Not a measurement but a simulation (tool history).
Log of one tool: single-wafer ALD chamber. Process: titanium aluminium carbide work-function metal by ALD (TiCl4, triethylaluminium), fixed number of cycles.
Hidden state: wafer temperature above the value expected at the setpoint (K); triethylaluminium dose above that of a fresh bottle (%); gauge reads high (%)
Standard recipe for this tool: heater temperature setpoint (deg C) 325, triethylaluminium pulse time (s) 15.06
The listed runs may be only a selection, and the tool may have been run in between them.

run   hour  heater temperature setpoint (deg C)  triethylaluminium pulse time (s)  wafers since the last listed run  hours since the last thermocouple change  hours since the last triethylaluminium bottle change  hours since the showerhead was replaced  hours since the gauge calibration  read-back reference wafer on the same gauge, thickness_nm  mean film thickness on the monitor wafer (angstrom)
  1    0.0                                  325                             15.06                                 0                                     657.3                                                 544.9                                   3333.1                               45.7                                                      1.769                                                21.51
  2   24.3                                  325                             15.06                               170                                     681.6                                                 569.2                                   3357.4                               70.0                                                      1.772                                                21.62
  3  206.8                                  325                             15.06                              1283                                     864.1                                                 751.7                                   3539.9                              252.5                                                      1.771                                                21.84
  4  252.1                                  325                             15.06                               318                                     909.4                                                 797.0                                   3585.2                              297.8                                                      1.770                                                21.52
  5  279.3                                  325                             10.95                               191                                     936.6                                                 824.2                                   3612.4                              325.0                                                      1.768                                                20.83
  6  343.9                                  325                             10.95                               454                                    1001.2                                                 888.8                                   3677.0                              389.6                                                      1.768                                                21.16
  7  401.8                                  318                             15.06                               407                                    1059.1                                                 946.7                                   3734.9                              447.5                                                      1.773                                                21.21
  8  446.4                                  325                             15.06                               313                                    1103.7                                                 991.3                                   3779.5                              492.1                                                      1.771                                                21.83
  9  480.0                                  332                             12.57                               236                                    1137.3                                                1024.9                                   3813.1                              525.7                                                      1.771                                                22.18
 10  531.3                                  332                             12.57                               360                                    1188.6                                                1076.2                                   3864.4                              577.0                                                      1.769                                                22.22
     560.8  -- thermocouple changed; heater temperature recalibrated
 11  585.2                                  332                             12.57                               322                                      24.4                                                1130.1                                   3918.3                              630.9                                                      1.770                                                22.21
     625.9  -- showerhead replaced
 12  652.5                                  320                             20.29                               416                                      91.7                                                1197.4                                     26.6                              698.2                                                      1.770                                                21.43
     701.5  -- triethylaluminium bottle replaced
 13  702.0                                  338                             13.44                               291                                     141.2                                                   0.5                                     76.1                              747.7                                                      1.769                                                22.61
 14  739.8                                  329                             13.04                               265                                     179.0                                                  38.3                                    113.9                              785.5                                                      1.769                                                21.79
 15  799.2                                  325                             15.06                               417                                     238.4                                                  97.7                                    173.3                              844.9                                                      1.771                                                21.49
 16  831.5                                  325                             15.06                               227                                     270.7                                                 130.0                                    205.6                              877.2                                                      1.769                                                21.62
     875.9  -- gauge calibrated
 17  901.1                                  317                             18.36                               489                                     340.3                                                 199.6                                    275.2                               25.2                                                      1.771                                                21.26

What does the tool deliver on the next run?
 18  929.1                                  338                             20.67                               196                                     368.3                                                 227.6                                    303.2                               53.2                                                          ?                                                    ?

{"run 18": {"read-back reference wafer on the same gauge, thickness_nm": 1.769, "mean film thickness on the monitor wafer (angstrom)": 23.1}}
With no hidden state in the tool, this same run would have given mean film thickness on the monitor wafer (angstrom) 23.10.
